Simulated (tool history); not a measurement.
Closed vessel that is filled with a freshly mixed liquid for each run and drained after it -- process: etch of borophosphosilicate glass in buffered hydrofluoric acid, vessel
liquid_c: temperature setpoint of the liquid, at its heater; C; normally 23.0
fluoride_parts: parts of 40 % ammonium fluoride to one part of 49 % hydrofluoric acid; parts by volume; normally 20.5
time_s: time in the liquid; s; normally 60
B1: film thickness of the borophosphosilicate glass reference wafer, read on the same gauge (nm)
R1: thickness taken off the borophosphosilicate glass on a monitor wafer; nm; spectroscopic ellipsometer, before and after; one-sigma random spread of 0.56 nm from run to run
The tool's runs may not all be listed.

{"run": 1, "day": 0.0, "liquid_c": 23.0, "fluoride_parts": 20.5, "time_s": 60, "B1": 110.0, "R1": 90.01}
{"run": 2, "day": 3.638, "liquid_c": 19.5, "fluoride_parts": 20.5, "time_s": 60, "B1": 110.0, "R1": 74.46}
{"run": 3, "day": 7.429, "liquid_c": 19.5, "fluoride_parts": 20.5, "time_s": 60, "B1": 110.01, "R1": 74.22}
{"run": 4, "day": 11.792, "liquid_c": 19.5, "fluoride_parts": 20.5, "time_s": 60, "B1": 110.0, "R1": 75.99}
{"run": 5, "day": 13.958, "liquid_c": 23.0, "fluoride_parts": 20.5, "time_s": 60, "B1": 110.01, "R1": 92.26}
{"run": 6, "day": 15.954, "liquid_c": 23.0, "fluoride_parts": 20.5, "time_s": 60, "B1": 110.02, "R1": 91.82}
{"run": 7, "day": 20.3, "liquid_c": 22.0, "fluoride_parts": 20.5, "time_s": 60, "B1": 109.99, "R1": 87.78}
{"day": 23.342, "done": "gauge calibrated"}
{"run": 8, "day": 24.729, "liquid_c": 22.0, "fluoride_parts": 20.5, "time_s": 60, "B1": 109.99, "R1": 87.72}
{"day": 28.2, "done": "thermometer replaced"}
{"run": 9, "day": 28.221, "liquid_c": 22.0, "fluoride_parts": 20.5, "time_s": 60, "B1": 109.99, "R1": 87.9}
{"run": 10, "day": 32.362, "liquid_c": 23.0, "fluoride_parts": 20.5, "time_s": 35, "B1": 110.0, "R1": 55.47}
{"day": 33.479, "done": "hydrofluoric acid flow meter replaced"}
{"run": 11, "day": 35.821, "liquid_c": 23.0, "fluoride_parts": 20.5, "time_s": 35, "B1": 109.99, "R1": 51.6}
{"run": 12, "day": 38.425, "liquid_c": 23.0, "fluoride_parts": 20.5, "time_s": 60, "B1": 110.0, "R1": 88.64}
{"run": 13, "day": 41.329, "liquid_c": 24.5, "fluoride_parts": 18.0, "time_s": 95, "B1": 110.03, "R1": 171.96}
{"run": 14, "day": 45.488, "liquid_c": 24.5, "fluoride_parts": 18.0, "time_s": 95, "B1": 110.0, "R1": 173.94}
{"run": 15, "day": 54.838, "liquid_c": 23.0, "fluoride_parts": 20.5, "time_s": 60, "B1": 110.0, "R1": 91.23}
{"run": 16, "day": 57.708, "liquid_c": 23.0, "fluoride_parts": 18.0, "time_s": 40, "B1": 110.0, "R1": 68.24}
{"run": 17, "day": 62.079, "liquid_c": 26.5, "fluoride_parts": 23.0, "time_s": 85, "B1": 110.01, "R1": 143.62}
{"day": 62.138, "done": "thermometer replaced"}
{"run": 18, "day": 65.0, "liquid_c": 20.5, "fluoride_parts": 18.0, "time_s": 80, "B1": 109.98, "R1": 123.22}
{"run": 19, "day": 67.842, "liquid_c": 24.5, "fluoride_parts": 18.0, "time_s": 95, "B1": 110.01, "R1": 181.92}
{"day": 71.512, "done": "hydrofluoric acid flow meter replaced"}
{"run": 20, "day": 71.858, "liquid_c": 26.5, "fluoride_parts": 20.5, "time_s": 60, "B1": 110.01, "R1": 106.83}
{"run": 21, "day": 74.108, "liquid_c": 27.5, "fluoride_parts": 24.5, "time_s": 75, "B1": 109.98, "R1": 123.21}
{"run": 22, "day": 80.354, "liquid_c": 21.0, "fluoride_parts": 20.5, "time_s": 45, "B1": 110.0, "R1": 59.72}
{"run": 23, "day": 82.154, "liquid_c": 19.0, "fluoride_parts": 18.0, "time_s": 95, "B1": 109.99, "R1": 126.13}
{"run": 24, "day": 85.175, "liquid_c": 23.0, "fluoride_parts": 20.5, "time_s": 60, "B1": 110.0, "R1": 89.19}
{"run": 25, "day": 88.942, "liquid_c": 27.5, "fluoride_parts": 20.5, "time_s": 60, "B1": 110.01, "R1": 114.89}
{"run": 26, "day": 91.096, "liquid_c": 23.0, "fluoride_parts": 15.0, "time_s": 50, "B1": 109.98, "R1": 102.24}
{"run": 27, "day": 94.012, "liquid_c": 19.5, "fluoride_parts": 14.5, "time_s": 90, "B1": 110.0, "R1": 157.13}
{"run": 28, "day": 95.933, "liquid_c": 21.5, "fluoride_parts": 17.5, "time_s": 35, "B1": 110.02, "R1": 57.41}
{"run": 29, "day": 98.092, "liquid_c": 23.0, "fluoride_parts": 20.5, "time_s": 60, "B1": 109.99, "R1": 91.48}
{"run": 30, "day": 99.7, "liquid_c": 23.0, "fluoride_parts": 20.5, "time_s": 60, "B1": 109.99, "R1": 91.31}
{"day": 99.875, "done": "thermometer replaced"}
{"run": 31, "day": 103.217, "liquid_c": 21.5, "fluoride_parts": 17.5, "time_s": 35, "B1": 110.0, "R1": 57.99}

State the hidden condition of the tool at each of the runs:
liquid hotter than its thermometer reads (K): 0 on each run
gauge reads high (%): 0 on each run
H1: hydrofluoric acid flow above the setpoint (%)
run=1 H1=3.36
run=2 H1=4.05
run=3 H1=4.78
run=4 H1=5.61
run=5 H1=6.02
run=6 H1=6.4
run=7 H1=7.23
run=8 H1=8.08
run=9 H1=8.74
run=10 H1=9.53
run=11 H1=1.18
run=12 H1=1.67
run=13 H1=2.23
run=14 H1=3.02
run=15 H1=4.8
run=16 H1=5.35
run=17 H1=6.18
run=18 H1=6.74
run=19 H1=7.28
run=20 H1=0.577
run=21 H1=1.01
run=22 H1=2.2
run=23 H1=2.54
run=24 H1=3.12
run=25 H1=3.83
run=26 H1=4.25
run=27 H1=4.8
run=28 H1=5.17
run=29 H1=5.58
run=30 H1=5.89
run=31 H1=6.56
